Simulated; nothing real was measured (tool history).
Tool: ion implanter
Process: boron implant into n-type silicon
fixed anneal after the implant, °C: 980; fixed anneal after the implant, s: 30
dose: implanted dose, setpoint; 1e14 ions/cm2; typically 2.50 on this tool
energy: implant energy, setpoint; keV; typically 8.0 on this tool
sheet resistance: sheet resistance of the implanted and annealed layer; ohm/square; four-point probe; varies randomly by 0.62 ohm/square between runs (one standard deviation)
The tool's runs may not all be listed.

run     day  dose  energy  read-back reference wafer on the same gauge, sheet resistance  sheet resistance
  1   0.000  2.50    10.0                                                         341.89            384.89
  2   0.662  2.50     9.5                                                         342.13            387.80
  3   0.933  2.50     9.5                                                         341.70            388.77
  4   1.633  2.50     9.5                                                         341.84            387.35
  5   2.100  2.50     8.0                                                         342.03            395.95
  6   2.388  2.50     8.0                                                         342.10            395.50
  7   2.971  2.88     8.0                                                         341.85            350.94
  8   3.450  2.88     8.0                                                         342.09            350.57
  9   4.004  2.50     8.0                                                         341.87            394.46
      4.579  -- Faraday cup replaced and dose calibrated
 10   6.221  2.50     8.0                                                         342.02            412.23
      6.396  -- gauge calibrated
 11   6.562  2.50     8.0                                                         341.89            411.78
 12   6.854  2.86     8.0                                                         342.01            369.37
 13   7.238  2.98     8.0                                                         342.17            355.07
 14   7.562  2.98     8.0                                                         342.07            355.81
 15   7.888  1.88     7.0                                                         341.97            524.84
 16   8.388  1.77     6.5                                                         341.96            556.17
 17   8.842  2.11    10.0                                                         341.84            459.03
 18   9.446  2.74     7.0                                                         341.68            385.73
 19  10.079  2.08     8.0                                                         341.96            475.56
 20  10.621  2.23     8.0                                                         341.93            450.90
     11.054  -- extraction supply calibrated
 21  11.075  2.50     8.0                                                         341.90            409.01
 22  11.458  1.88     6.0                                                         342.26            532.16
 23  11.712  2.01     9.0                                                         341.93            480.64
 24  12.267  2.50     8.0                                                         341.70            408.76
 25  12.800  2.29     5.5                                                         341.84            454.62
 26  13.500  2.50     8.0                                                         342.09            407.25
 27  13.758  2.92    10.0                                                         342.01            350.69
 28  14.379  2.50     8.0                                                         342.04            407.79
 29  15.129  3.16    10.5                                                         342.09            326.15

Alternative continuations, all from the tool just after run 29; predict every row:
  A  15.146  2.50     9.0                                                              ?                 ?
  B  15.146  1.77     9.0                                                              ?                 ?
  C  15.146  3.06     7.0                                                              ?                 ?
  D  15.146  2.50     5.5                                                              ?                 ?

run  read-back reference wafer on the same gauge, sheet resistance  sheet resistance
  A                                                         342.03            401.30
  B                                                         342.03            529.94
  C                                                         342.03            348.47
  D                                                         342.03            421.15
What these runs would have given with no unlogged condition in the tool:
run  sheet resistance
  A            404.22
  B            533.71
  C            351.07
  D            424.24
